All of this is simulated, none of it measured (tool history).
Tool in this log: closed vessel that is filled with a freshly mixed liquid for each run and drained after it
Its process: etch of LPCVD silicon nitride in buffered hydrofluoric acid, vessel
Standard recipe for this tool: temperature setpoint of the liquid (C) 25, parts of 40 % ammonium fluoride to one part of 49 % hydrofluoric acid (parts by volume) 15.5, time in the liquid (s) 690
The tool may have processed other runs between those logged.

| run | hour | temperature setpoint of the liquid (C) | parts of 40 % ammonium fluoride to one part of 49 % hydrofluoric acid (parts by volume) | time in the liquid (s) | wafers since the last listed run | hours since the thermometer was replaced | hours since the hydrofluoric acid flow meter was replaced | hours since the gauge calibration | read-back film thickness of the LPCVD silicon nitride reference wafer, read on the same gauge (nm) | thickness taken off the LPCVD silicon nitride on a monitor wafer (angstrom) |
|---|---|---|---|---|---|---|---|---|---|---|
| 1 | 0 | 25 | 15.5 | 690 | 0 | 1930.9 | 1913.6 | 23.1 | 119.97 | 104.7 |
| 2 | 9.4 | 25 | 15.5 | 690 | 668 | 1940.3 | 1923 | 32.5 | 120.01 | 104.8 |
| 3 | 21.4 | 25 | 15.5 | 890 | 853 | 1952.3 | 1935 | 44.5 | 120.01 | 135.2 |
| 4 | 31.1 | 25 | 15.5 | 690 | 689 | 1962 | 1944.7 | 54.2 | 119.95 | 105.2 |
| 5 | 41 | 25 | 15.5 | 690 | 704 | 1971.9 | 1954.6 | 64.1 | 120.03 | 104.7 |
| 6 | 71.6 | 25 | 15.5 | 690 | 2176 | 2002.5 | 1985.2 | 94.7 | 119.97 | 105.4 |
| 7 | 86.9 | 22 | 17 | 690 | 1088 | 2017.8 | 2000.5 | 110 | 119.99 | 82 |
|  | 92.7 | thermometer replaced |
| 8 | 101.2 | 22 | 17 | 690 | 945 | 8.5 | 2014.8 | 124.3 | 120.04 | 72.7 |
|  | 102 | gauge calibrated |
| 9 | 118.6 | 21.5 | 21 | 860 | 1237 | 25.9 | 2032.2 | 16.6 | 120.02 | 71.6 |
| 10 | 135.8 | 25 | 15.5 | 965 | 1223 | 43.1 | 2049.4 | 33.8 | 120.01 | 131.5 |

Predict the results of run 11:
| 11 | 150.2 | 21 | 10 | 380 | 1024 | 57.5 | 2063.8 | 48.2 | ? | ? |

read-back film thickness of the LPCVD silicon nitride reference wafer, read on the same gauge (nm): 120.02
thickness taken off the LPCVD silicon nitride on a monitor wafer (angstrom): 61.5
The same run, on a tool lacking any hidden state, would have yielded thickness taken off the LPCVD silicon nitride on a monitor wafer (angstrom) 56.9.
